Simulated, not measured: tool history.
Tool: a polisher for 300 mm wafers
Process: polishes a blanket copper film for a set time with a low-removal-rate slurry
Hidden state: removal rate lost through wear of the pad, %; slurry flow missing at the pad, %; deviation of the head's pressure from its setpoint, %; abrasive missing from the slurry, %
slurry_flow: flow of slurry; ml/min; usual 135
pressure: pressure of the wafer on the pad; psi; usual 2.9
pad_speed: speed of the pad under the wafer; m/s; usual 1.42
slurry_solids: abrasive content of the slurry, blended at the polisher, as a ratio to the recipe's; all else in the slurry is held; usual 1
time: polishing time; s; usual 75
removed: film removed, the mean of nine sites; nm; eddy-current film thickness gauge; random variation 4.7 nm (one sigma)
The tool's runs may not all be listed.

run,hour,slurry_flow,pressure,pad_speed,slurry_solids,time,wafers since the last listed run,wafers polished on this pad,hours since the slurry nozzle was cleaned,hours since the head pressure was calibrated,hours since the slurry blender was calibrated,"incoming thickness of the incoming film, nm",removed
1,0,165,2.9,1.42,1,75,0,230,182.7,448.3,219.1,1141.9,381.1
2,15.7,135,2.9,1.42,1,75,87,318,198.4,464,234.8,1158.3,357.6
3,23.1,135,2.9,1.42,1,75,41,360,205.8,471.4,242.2,1137.3,364.4
4,36.4,135,2.9,1.42,1,80,74,434,219.1,484.7,255.5,1132.9,389.6
# hour 41.3: worn pad replaced by a new one
5,42.8,135,2.9,1.2,1,75,13,8,225.5,491.1,261.9,1173.2,319.4
6,53.5,135,2.9,1.2,1,75,59,68,236.2,501.8,272.6,1148.2,309.9
7,61.8,135,2.9,1.42,1,75,46,114,244.5,510.1,280.9,1170.4,369
8,72.3,115,3.2,1.42,1,75,58,173,255,520.6,291.4,1145.4,387.8
9,110.3,115,3.2,1.42,1,75,212,386,293,558.6,329.4,1138.3,382.4
10,121.2,115,3.2,1.42,1,75,61,447,303.9,569.5,340.3,1136.7,382.7
# hour 129.4: slurry nozzle cleaned
# hour 133.4: worn pad replaced by a new one
11,133.9,135,2.9,1.42,1,75,43,3,4.5,582.2,353,1163.2,375.8
12,139,135,2.9,1.42,1,75,28,31,9.6,587.3,358.1,1129.6,375.6
13,146.8,135,2.9,1.42,1,75,43,75,17.4,595.1,365.9,1126.1,366.6
14,162.1,135,2.9,1.42,1,75,85,160,32.7,610.4,381.2,1137.9,368.7
15,173.8,135,2.9,1.42,1,75,65,226,44.4,622.1,392.9,1137.4,369.5
16,185.4,165,3.3,1.82,1,68,64,291,56,633.7,404.5,1157.4,482.3
17,198.2,115,3.2,1.42,1,75,71,363,68.8,646.5,417.3,1146.6,379.3
18,205.8,95,2.9,1.42,1,55,42,405,76.4,654.1,424.9,1145.3,243
# hour 211.4: slurry blender recalibrated
19,219.7,135,2.9,1.42,1,61,66,472,90.3,668,8.3,1153.1,294.1
# hour 236.8: worn pad replaced by a new one
# hour 240.8: head pressure recalibrated
20,241.8,110,3.5,1.8,1,62,90,16,112.4,1,30.4,1167.5,444.4
21,253.1,135,2.9,1.18,1,61,63,79,123.7,12.3,41.7,1154.5,251.8
22,266.3,135,2.9,1.42,1,75,73,153,136.9,25.5,54.9,1171.1,363.7
23,273.6,135,2.9,1.7,1,75,40,194,144.2,32.8,62.2,1160.1,435.6
24,290.2,135,3.3,1.42,1,75,92,287,160.8,49.4,78.8,1162.4,404.7
25,308.1,135,2.9,1.42,1,75,100,388,178.7,67.3,96.7,1139.4,360.5
# hour 325.7: worn pad replaced by a new one
26,326.2,145,2,1.3,1,100,78,2,196.8,85.4,114.8,1172,330.9
27,329.8,135,3.5,1.42,1,75,20,22,200.4,89,118.4,1147.5,456.1
28,344.4,135,2.9,1.42,1.2,75,81,104,215,103.6,133,1135,370.5
29,353.3,155,2.9,1.42,1,75,49,154,223.9,112.5,141.9,1145.5,376.6

Some steps in removed between neighbouring runs. How much of each would the tool show without its hidden state too (settings, what came in, random variation), and how much is left for the hidden state, with any gauge scatter that isn't in both results?
Run 10 -> 11: slurry_flow 115 -> 135, pressure 3.2 -> 2.9, slurry nozzle cleaned, worn pad replaced by a new one. removed -6.9 nm: hidden state +22.9, all else -29.8.
Run 19 -> 20: slurry_flow 135 -> 110, pressure 2.9 -> 3.5, pad_speed 1.42 -> 1.8, time 61 -> 62, worn pad replaced by a new one, head pressure recalibrated. removed +150.3 nm: hidden state +12.6, all else +137.7.
Run 20 -> 21: slurry_flow 110 -> 135, pressure 3.5 -> 2.9, pad_speed 1.8 -> 1.18, time 62 -> 61. removed -192.6 nm: hidden state -1.6, all else -191.
Run 25 -> 26: slurry_flow 135 -> 145, pressure 2.9 -> 2, pad_speed 1.42 -> 1.3, time 75 -> 100, worn pad replaced by a new one. removed -29.6 nm: hidden state +19.3, all else -48.9.

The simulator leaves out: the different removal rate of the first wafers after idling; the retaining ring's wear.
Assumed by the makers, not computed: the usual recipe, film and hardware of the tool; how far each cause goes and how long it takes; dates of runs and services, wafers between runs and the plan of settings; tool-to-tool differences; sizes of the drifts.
